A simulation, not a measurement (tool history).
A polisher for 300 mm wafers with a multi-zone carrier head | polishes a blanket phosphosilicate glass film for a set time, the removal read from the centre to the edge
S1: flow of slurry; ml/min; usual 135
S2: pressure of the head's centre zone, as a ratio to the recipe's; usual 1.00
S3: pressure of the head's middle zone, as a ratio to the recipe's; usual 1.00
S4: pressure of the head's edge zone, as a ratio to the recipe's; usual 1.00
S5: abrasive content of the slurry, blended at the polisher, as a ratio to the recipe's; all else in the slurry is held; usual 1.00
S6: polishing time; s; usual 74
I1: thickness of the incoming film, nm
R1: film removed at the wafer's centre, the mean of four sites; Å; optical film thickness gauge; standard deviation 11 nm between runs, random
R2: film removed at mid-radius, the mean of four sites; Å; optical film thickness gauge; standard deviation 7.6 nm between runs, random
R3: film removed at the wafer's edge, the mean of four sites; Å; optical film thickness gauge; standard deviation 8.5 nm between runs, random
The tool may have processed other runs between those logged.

run     day   S1    S2    S3    S4    S5  S6      I1     R1     R2     R3
  1   0.000  135  1.00  1.00  1.00  1.15  74  3187.3   9202   8975   9329
      0.617  -- worn pad replaced by a new one
  2   2.950  135  1.00  1.00  1.00  1.15  74  3189.6   9497   9227   9316
  3   4.117  135  1.00  1.00  1.00  1.15  74  3129.5   9315   9114   9297
      4.342  -- slurry nozzle cleaned
  4   5.558  135  1.00  1.00  1.00  1.00  74  3159.5   8528   8385   8529
      7.625  -- centre zone pressure recalibrated
  5   7.812  135  1.00  1.00  1.00  1.00  74  3121.5   8522   8237   8354
     10.558  -- carrier head's membrane replaced by a new one
     10.925  -- worn pad replaced by a new one
  6  11.746  135  1.00  1.00  1.00  1.00  74  3173.2   7683   7577   7823
     12.854  -- slurry nozzle cleaned
  7  13.017  135  1.00  1.00  1.00  1.00  74  3118.2   7769   7618   7670
  8  14.971  135  1.00  1.00  1.00  1.00  74  3170.3   7764   7656   7609
  9  16.467  135  1.00  1.00  1.00  1.00  74  3182.9   7514   7378   7571
 10  19.179  135  1.00  1.00  1.00  0.80  74  3113.2   6152   6127   6272
 11  20.475  160  0.94  1.00  1.00  1.00  93  3105.3   8938   9138   9152
     21.654  -- worn pad replaced by a new one, repeated, since the last time left the tool worse
     21.667  -- slurry nozzle cleaned
 12  22.475  135  1.00  0.97  1.10  1.25  74  3200.3   9822   9477  10358
 13  23.900  135  1.11  1.00  0.88  1.15  83  3113.2  11709  10241  10016
     26.342  -- edge zone pressure recalibrated
 14  26.696  135  1.00  1.00  1.00  1.00  74  3118.3   8601   8421   8717
 15  29.188  135  1.00  1.00  1.00  1.00  74  3205.3   8633   8266   8337
     29.683  -- slurry nozzle cleaned
     30.346  -- centre zone pressure recalibrated
     31.638  -- worn pad replaced by a new one
 16  31.658  145  1.00  0.93  1.00  1.15  96  3125.4  12271  11786  12469
 17  33.479  135  1.00  1.00  1.00  1.00  74  3184.8   8990   8620   8745
 18  35.708  135  1.00  1.00  1.00  1.00  74  3184.4   8656   8542   8629
     38.162  -- slurry nozzle cleaned
 19  38.229  135  1.00  1.00  1.00  1.00  74  3146.5   8448   8424   8546
 20  39.412  110  1.00  0.91  1.00  0.85  60  3092.9   5956   5485   5926
     40.762  -- worn pad replaced by a new one
 21  41.796  135  0.93  1.00  1.00  0.85  85  3122.9   8300   8821   8887

Predict each of these 4 candidate next runs independently; none follows another, all start after run 21:
  A  41.812  135  1.00  1.00  1.00  1.00  85  3132.2   ?   ?   ?
  B  41.812   90  1.00  0.97  0.88  1.00  59  3132.2   ?   ?   ?
  C  41.812  135  1.00  0.94  0.90  1.00  63  3132.2   ?   ?   ?
  D  41.812  135  1.00  1.10  1.00  0.85  74  3132.2   ?   ?   ?

run    R1    R2    R3
  A  9743  9738  9922
  B  6249  6224  6186
  C  7219  7020  7001
  D  7558  7899  7689
With no hidden state in the tool, these same runs would have given:
run    R1    R2    R3
  A  9754  9750  9934
  B  6257  6232  6193
  C  7228  7028  7010
  D  7567  7908  7698
